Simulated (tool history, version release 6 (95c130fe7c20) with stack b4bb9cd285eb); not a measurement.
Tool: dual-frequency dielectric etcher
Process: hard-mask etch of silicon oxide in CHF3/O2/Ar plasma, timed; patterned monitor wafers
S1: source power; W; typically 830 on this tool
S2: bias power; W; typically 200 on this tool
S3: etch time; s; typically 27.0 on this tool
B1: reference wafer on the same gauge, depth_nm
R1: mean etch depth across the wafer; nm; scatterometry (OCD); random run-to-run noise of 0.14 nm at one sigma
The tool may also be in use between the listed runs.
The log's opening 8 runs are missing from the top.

Run 9, hour 580.3: usual settings; B1 75.4. Result: R1 65.0 nm.
Run 10, hour 680.6: usual settings; B1 75.3. Result: R1 65.1 nm.
At hour 740.1: wet clean of the chamber.
At hour 748.7: source power generator calibrated, repeated, since the last time left the tool worse.
Run 11, hour 773.0: usual settings but S1 980 W; B1 75.3. Result: R1 73.4 nm.
At hour 780.9: bias power generator calibrated.
Run 12, hour 875.8: usual settings; B1 75.3. Result: R1 67.2 nm.
Run 13, hour 936.7: usual settings; B1 75.3. Result: R1 67.5 nm.
Run 14, hour 977.0: usual settings but S1 720 W, S2 219 W, S3 23.5 s; B1 75.3. Result: R1 56.1 nm.
At hour 1059.7: upper electrode replaced.
Run 15, hour 1070.5: usual settings but S1 940 W, S2 218 W, S3 34.0 s; B1 75.3. Result: R1 93.4 nm.
At hour 1083.6: gauge calibrated.
Run 16, hour 1111.9: usual settings but S2 235 W; B1 75.4. Result: R1 71.8 nm.
Run 17, hour 1193.6: usual settings; B1 75.3. Result: R1 67.4 nm.
Run 18, hour 1263.8: usual settings but S1 1040 W, S2 244 W, S3 24.5 s; B1 75.3. Result: R1 74.0 nm.
At hour 1346.4: wet clean of the chamber.
Run 19, hour 1346.9: usual settings; B1 75.3. Result: R1 67.6 nm.
Run 20, hour 1384.5: usual settings but S1 910 W, S2 186 W; B1 75.3. Result: R1 69.3 nm.
Run 21, hour 1478.6: usual settings but S1 660 W, S2 165 W; B1 75.3. Result: R1 55.3 nm.
Run 22, hour 1568.0: usual settings; B1 75.3. Result: R1 68.0 nm.
Run 23, hour 1635.8: usual settings but S1 960 W, S3 32.0 s; B1 75.3. Result: R1 86.8 nm.
Run 24, hour 1677.3: usual settings; B1 75.3. Result: R1 67.8 nm.
Run 25, hour 1720.0: usual settings; B1 75.3. Result: R1 67.8 nm.
Run 26, hour 1776.2: usual settings; B1 75.3. Result: R1 67.9 nm.
Run 27, hour 1861.6: usual settings but S3 21.5 s; B1 75.4. Result: R1 54.0 nm.
At hour 1924.5: wet clean of the chamber.
Run 28, hour 1995.1: usual settings but S2 248 W; B1 75.3. Result: R1 73.8 nm.
Run 29, hour 2052.8: usual settings but S2 187 W; B1 75.3. Result: R1 66.2 nm.
Run 30, hour 2093.5: usual settings but S1 730 W, S2 215 W, S3 32.5 s; B1 75.3. Result: R1 78.3 nm.

3 ways to go on from here, each from the tool as it stands after run 30. What would each give?
Run A, hour 2093.9: usual settings; B1 ?. Result: R1 ?.
Run B, hour 2093.9: usual settings but S1 680 W; B1 ?. Result: R1 ?.
Run C, hour 2093.9: usual settings but S2 241 W; B1 ?. Result: R1 ?.

run    B1    R1
  A  75.3  68.1
  B  75.3  61.0
  C  75.3  73.1
With the hidden condition removed and each run's random variation left untouched, the same runs would have given:
run    R1
  A  67.3
  B  60.2
  C  72.1

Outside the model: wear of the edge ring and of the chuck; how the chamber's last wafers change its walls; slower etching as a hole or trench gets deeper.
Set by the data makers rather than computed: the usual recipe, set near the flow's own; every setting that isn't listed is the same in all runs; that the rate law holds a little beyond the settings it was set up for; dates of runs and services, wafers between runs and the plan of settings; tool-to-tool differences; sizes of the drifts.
